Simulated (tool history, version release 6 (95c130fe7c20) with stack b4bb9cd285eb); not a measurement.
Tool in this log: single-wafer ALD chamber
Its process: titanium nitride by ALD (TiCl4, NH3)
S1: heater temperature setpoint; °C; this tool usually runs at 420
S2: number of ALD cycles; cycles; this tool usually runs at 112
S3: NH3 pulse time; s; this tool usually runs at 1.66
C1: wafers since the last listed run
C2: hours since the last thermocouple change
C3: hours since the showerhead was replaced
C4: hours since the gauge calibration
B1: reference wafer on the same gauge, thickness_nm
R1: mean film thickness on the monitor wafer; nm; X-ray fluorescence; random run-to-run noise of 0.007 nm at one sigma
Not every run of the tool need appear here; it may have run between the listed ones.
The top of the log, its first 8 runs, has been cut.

run,hour,S1,S2,S3,C1,C2,C3,C4,B1,R1
9,214.7,420,112,1.66,22,1402.5,6870.5,457.1,2.5,2.793
10,233.7,413,102,1.66,30,1421.5,6889.5,476.1,2.5,2.539
11,245.9,413,102,1.66,19,1433.7,6901.7,488.3,2.499,2.541
12,273.7,412,112,2.18,44,1461.5,6929.5,516.1,2.497,2.794
13,286.1,420,112,1.66,19,1473.9,6941.9,528.5,2.499,2.795
14,321.4,420,112,1.66,56,1509.2,6977.2,563.8,2.5,2.79
15,356.1,410,112,1.66,55,1543.9,7011.9,598.5,2.498,2.769
16,370.8,410,112,1.66,23,1558.6,7026.6,613.2,2.499,2.776
17,391.3,411,112,1.66,32,1579.1,7047.1,633.7,2.498,2.764
# hour 409: gauge calibrated
18,424.7,420,112,1.66,53,1612.5,7080.5,15.7,2.5,2.81
# hour 498.8: showerhead replaced
19,528.8,420,112,1.66,153,1716.6,30,119.8,2.499,2.795
20,541.4,420,112,1.66,20,1729.2,42.6,132.4,2.497,2.798

Forecast run 21:
21,555.5,406,131,1.66,22,1743.3,56.7,146.5,?,?

{"run 21": {"B1": 2.502, "R1": 3.236}}
Were there no unlogged condition in the tool, this run, its random variation unchanged, would have produced R1 3.236 nm.
